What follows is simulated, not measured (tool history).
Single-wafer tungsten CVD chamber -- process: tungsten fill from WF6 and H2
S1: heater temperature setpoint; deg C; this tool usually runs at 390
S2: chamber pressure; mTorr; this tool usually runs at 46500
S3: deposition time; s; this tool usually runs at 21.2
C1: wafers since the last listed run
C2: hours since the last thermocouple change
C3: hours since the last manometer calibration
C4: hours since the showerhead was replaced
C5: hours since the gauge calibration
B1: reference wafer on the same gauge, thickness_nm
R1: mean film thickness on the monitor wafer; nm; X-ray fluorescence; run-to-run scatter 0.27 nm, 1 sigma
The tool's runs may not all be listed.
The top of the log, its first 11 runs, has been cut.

run 12 hour=129.8 | S1=390 S2=53800 S3=21.2 | C1=255 C2=1219.4 C3=2397.3 C4=20.6 C5=226.2 | B1=58.156 | R1=67.679
run 13 hour=138.1 | S1=390 S2=46500 S3=21.2 | C1=198 C2=1227.7 C3=2405.6 C4=28.9 C5=234.5 | B1=58.176 | R1=63.595
run 14 hour=148.7 | S1=390 S2=46500 S3=21.2 | C1=252 C2=1238.3 C3=2416.2 C4=39.5 C5=245.1 | B1=58.137 | R1=62.762
run 15 hour=155.6 | S1=380 S2=46500 S3=22.5 | C1=164 C2=1245.2 C3=2423.1 C4=46.4 C5=252 | B1=58.048 | R1=53.043
run 16 hour=165.6 | S1=383 S2=40100 S3=23.4 | C1=238 C2=1255.2 C3=2433.1 C4=56.4 C5=262 | B1=58.062 | R1=55.213
run 17 hour=180.3 | S1=399 S2=55100 S3=21.2 | C1=350 C2=1269.9 C3=2447.8 C4=71.1 C5=276.7 | B1=58.202 | R1=82.774
-- hour=189.6 thermocouple changed; heater temperature recalibrated
run 18 hour=194.1 | S1=390 S2=40400 S3=19.2 | C1=138 C2=4.5 C3=2461.6 C4=84.9 C5=290.5 | B1=58.071 | R1=53.416
run 19 hour=210.7 | S1=404 S2=57100 S3=17.8 | C1=396 C2=21.1 C3=2478.2 C4=101.5 C5=307.1 | B1=58.074 | R1=77.93
run 20 hour=222.6 | S1=390 S2=46500 S3=21.2 | C1=283 C2=33 C3=2490.1 C4=113.4 C5=319 | B1=58.049 | R1=62.397
run 21 hour=231.6 | S1=378 S2=55900 S3=22.9 | C1=214 C2=42 C3=2499.1 C4=122.4 C5=328 | B1=58.099 | R1=56.398
run 22 hour=246.5 | S1=404 S2=57100 S3=17.8 | C1=355 C2=56.9 C3=2514 C4=137.3 C5=342.9 | B1=58.068 | R1=78.083
run 23 hour=261.1 | S1=404 S2=57100 S3=17.8 | C1=348 C2=71.5 C3=2528.6 C4=151.9 C5=357.5 | B1=57.976 | R1=78.23
run 24 hour=268.3 | S1=375 S2=41400 S3=21.2 | C1=171 C2=78.7 C3=2535.8 C4=159.1 C5=364.7 | B1=58.191 | R1=42.348
run 25 hour=276.6 | S1=396 S2=50900 S3=18.7 | C1=198 C2=87 C3=2544.1 C4=167.4 C5=373 | B1=58.176 | R1=65.986
run 26 hour=291.9 | S1=390 S2=37700 S3=21.2 | C1=365 C2=102.3 C3=2559.4 C4=182.7 C5=388.3 | B1=58.203 | R1=56.593
-- hour=301.7 capacitance manometer re-zeroed and calibrated
run 27 hour=307.7 | S1=390 S2=36700 S3=25 | C1=186 C2=118.1 C3=6 C4=198.5 C5=404.1 | B1=58.008 | R1=66.246
run 28 hour=318.3 | S1=395 S2=54100 S3=17.4 | C1=252 C2=128.7 C3=16.6 C4=209.1 C5=414.7 | B1=58.165 | R1=61.406
-- hour=330.4 gauge calibrated
run 29 hour=367.2 | S1=403 S2=52500 S3=24 | C1=1166 C2=177.6 C3=65.5 C4=258 C5=36.8 | B1=58.18 | R1=98.22
run 30 hour=378.5 | S1=396 S2=46500 S3=24.7 | C1=269 C2=188.9 C3=76.8 C4=269.3 C5=48.1 | B1=58.228 | R1=83.888

Forecast run 31:
run 31 hour=386.2 | S1=396 S2=57700 S3=21.2 | C1=183 C2=196.6 C3=84.5 C4=277 C5=55.8 | B1=? | R1=?

Run 31 came out at B1 58.191, R1 79.062 nm.
On a tool with no hidden condition, and with the same random variation, this run would have come out at R1 79.062 nm.

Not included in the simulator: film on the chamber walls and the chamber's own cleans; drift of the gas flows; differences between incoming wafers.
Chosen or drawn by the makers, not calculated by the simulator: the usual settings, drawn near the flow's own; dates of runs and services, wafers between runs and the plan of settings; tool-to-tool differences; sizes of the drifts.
